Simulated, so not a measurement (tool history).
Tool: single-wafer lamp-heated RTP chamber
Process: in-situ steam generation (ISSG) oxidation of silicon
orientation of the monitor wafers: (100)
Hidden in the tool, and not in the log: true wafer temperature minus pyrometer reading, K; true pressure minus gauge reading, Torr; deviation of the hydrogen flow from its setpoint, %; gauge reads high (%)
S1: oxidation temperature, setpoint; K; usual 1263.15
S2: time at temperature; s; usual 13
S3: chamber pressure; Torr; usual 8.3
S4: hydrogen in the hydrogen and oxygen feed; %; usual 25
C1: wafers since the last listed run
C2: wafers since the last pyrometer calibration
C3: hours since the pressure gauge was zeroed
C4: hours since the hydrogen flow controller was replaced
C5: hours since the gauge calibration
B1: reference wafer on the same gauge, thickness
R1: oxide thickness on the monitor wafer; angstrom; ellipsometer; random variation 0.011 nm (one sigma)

{"run": 1, "day": 0.0, "S1": 1263.15, "S2": 13, "S3": 8.3, "S4": 25, "C1": 0, "C2": 5331, "C3": 4836.1, "C4": 3630.4, "C5": 91.3, "B1": 3.98, "R1": 48.83}
{"run": 2, "day": 0.446, "S1": 1263.15, "S2": 13, "S3": 8.3, "S4": 25, "C1": 78, "C2": 5409, "C3": 4846.8, "C4": 3641.1, "C5": 102.0, "B1": 3.98, "R1": 48.73}
{"run": 3, "day": 0.829, "S1": 1263.15, "S2": 13, "S3": 8.3, "S4": 25, "C1": 67, "C2": 5477, "C3": 4856.0, "C4": 3650.3, "C5": 111.2, "B1": 3.982, "R1": 48.99}
{"run": 4, "day": 1.271, "S1": 1263.15, "S2": 17, "S3": 8.3, "S4": 25, "C1": 77, "C2": 5554, "C3": 4866.6, "C4": 3660.9, "C5": 121.8, "B1": 3.981, "R1": 55.06}
{"run": 5, "day": 1.812, "S1": 1263.15, "S2": 17, "S3": 8.3, "S4": 25, "C1": 95, "C2": 5649, "C3": 4879.6, "C4": 3673.9, "C5": 134.8, "B1": 3.979, "R1": 54.96}
{"run": 6, "day": 2.438, "S1": 1263.15, "S2": 13, "S3": 8.3, "S4": 25, "C1": 109, "C2": 5759, "C3": 4894.6, "C4": 3688.9, "C5": 149.8, "B1": 3.979, "R1": 48.96}
{"run": 7, "day": 2.921, "S1": 1263.15, "S2": 13, "S3": 8.3, "S4": 25, "C1": 84, "C2": 5844, "C3": 4906.2, "C4": 3700.5, "C5": 161.4, "B1": 3.98, "R1": 49.03}
{"run": 8, "day": 3.354, "S1": 1263.15, "S2": 10, "S3": 8.3, "S4": 25, "C1": 76, "C2": 5920, "C3": 4916.6, "C4": 3710.9, "C5": 171.8, "B1": 3.979, "R1": 43.94}
{"day": 3.988, "done": "hydrogen flow controller replaced"}
{"run": 9, "day": 4.604, "S1": 1263.15, "S2": 10, "S3": 8.3, "S4": 25, "C1": 160, "C2": 6080, "C3": 4946.6, "C4": 14.8, "C5": 201.8, "B1": 3.979, "R1": 44.12}
{"run": 10, "day": 5.142, "S1": 1263.15, "S2": 10, "S3": 8.3, "S4": 25, "C1": 94, "C2": 6175, "C3": 4959.5, "C4": 27.7, "C5": 214.7, "B1": 3.979, "R1": 43.69}
{"run": 11, "day": 5.592, "S1": 1263.15, "S2": 13, "S3": 8.3, "S4": 25, "C1": 78, "C2": 6254, "C3": 4970.3, "C4": 38.5, "C5": 225.5, "B1": 3.977, "R1": 48.99}
{"day": 5.9, "done": "gauge calibrated"}
{"run": 12, "day": 6.142, "S1": 1263.15, "S2": 8, "S3": 8.3, "S4": 32, "C1": 96, "C2": 6350, "C3": 4983.5, "C4": 51.7, "C5": 5.8, "B1": 3.981, "R1": 43.05}
{"run": 13, "day": 6.508, "S1": 1263.15, "S2": 13, "S3": 8.3, "S4": 25, "C1": 64, "C2": 6414, "C3": 4992.3, "C4": 60.5, "C5": 14.6, "B1": 3.978, "R1": 48.98}
{"run": 14, "day": 7.175, "S1": 1263.15, "S2": 11, "S3": 8.3, "S4": 25, "C1": 116, "C2": 6531, "C3": 5008.3, "C4": 76.5, "C5": 30.6, "B1": 3.981, "R1": 45.68}
{"run": 15, "day": 7.617, "S1": 1263.15, "S2": 13, "S3": 9.0, "S4": 17, "C1": 77, "C2": 6609, "C3": 5018.9, "C4": 87.1, "C5": 41.2, "B1": 3.98, "R1": 44.32}
{"day": 8.425, "done": "pyrometer window cleaned and pyrometer calibrated"}
{"run": 16, "day": 8.446, "S1": 1263.15, "S2": 13, "S3": 8.3, "S4": 25, "C1": 86, "C2": 3, "C3": 5038.8, "C4": 107.0, "C5": 61.1, "B1": 3.982, "R1": 49.93}
{"run": 17, "day": 8.629, "S1": 1263.15, "S2": 13, "S3": 8.3, "S4": 25, "C1": 32, "C2": 35, "C3": 5043.2, "C4": 111.4, "C5": 65.5, "B1": 3.98, "R1": 49.75}
{"run": 18, "day": 9.229, "S1": 1263.15, "S2": 13, "S3": 7.9, "S4": 25, "C1": 105, "C2": 141, "C3": 5057.6, "C4": 125.8, "C5": 79.9, "B1": 3.979, "R1": 49.93}
{"day": 9.567, "done": "pressure gauge zeroed"}
{"run": 19, "day": 9.975, "S1": 1263.15, "S2": 13, "S3": 8.3, "S4": 25, "C1": 72, "C2": 213, "C3": 9.8, "C4": 143.7, "C5": 97.8, "B1": 3.98, "R1": 49.94}
{"day": 10.475, "done": "pyrometer window cleaned and pyrometer calibrated, repeated, since the last time left the tool worse"}
{"run": 20, "day": 10.496, "S1": 1254.15, "S2": 11, "S3": 7.4, "S4": 30, "C1": 32, "C2": 3, "C3": 22.3, "C4": 156.2, "C5": 110.3, "B1": 3.981, "R1": 45.98}
{"run": 21, "day": 10.8, "S1": 1263.15, "S2": 10, "S3": 7.2, "S4": 25, "C1": 53, "C2": 56, "C3": 29.6, "C4": 163.5, "C5": 117.6, "B1": 3.982, "R1": 43.09}
{"run": 22, "day": 12.925, "S1": 1249.15, "S2": 9, "S3": 9.6, "S4": 19, "C1": 372, "C2": 429, "C3": 80.6, "C4": 214.5, "C5": 168.6, "B1": 3.98, "R1": 36.42}

Forecast each of these 5 alternatives for the next run:
{"run": "A", "day": 12.946, "S1": 1263.15, "S2": 13, "S3": 8.3, "S4": 25, "C1": 3, "C2": 433, "C3": 81.1, "C4": 215.0, "C5": 169.1, "B1": "?", "R1": "?"}
{"run": "B", "day": 12.946, "S1": 1269.15, "S2": 13, "S3": 9.4, "S4": 22, "C1": 3, "C2": 433, "C3": 81.1, "C4": 215.0, "C5": 169.1, "B1": "?", "R1": "?"}
{"run": "C", "day": 12.946, "S1": 1275.15, "S2": 11, "S3": 8.3, "S4": 25, "C1": 3, "C2": 433, "C3": 81.1, "C4": 215.0, "C5": 169.1, "B1": "?", "R1": "?"}
{"run": "D", "day": 12.946, "S1": 1255.15, "S2": 16, "S3": 8.3, "S4": 25, "C1": 3, "C2": 433, "C3": 81.1, "C4": 215.0, "C5": 169.1, "B1": "?", "R1": "?"}
{"run": "E", "day": 12.946, "S1": 1263.15, "S2": 13, "S3": 9.6, "S4": 25, "C1": 3, "C2": 433, "C3": 81.1, "C4": 215.0, "C5": 169.1, "B1": "?", "R1": "?"}

run=A B1=3.980 R1=48.13
run=B B1=3.980 R1=46.95
run=C B1=3.980 R1=46.73
run=D B1=3.980 R1=51.09
run=E B1=3.980 R1=47.24
Without the tool's hidden state the same runs would have given:
run=A R1=47.92
run=B R1=46.74
run=C R1=46.52
run=D R1=50.86
run=E R1=47.04

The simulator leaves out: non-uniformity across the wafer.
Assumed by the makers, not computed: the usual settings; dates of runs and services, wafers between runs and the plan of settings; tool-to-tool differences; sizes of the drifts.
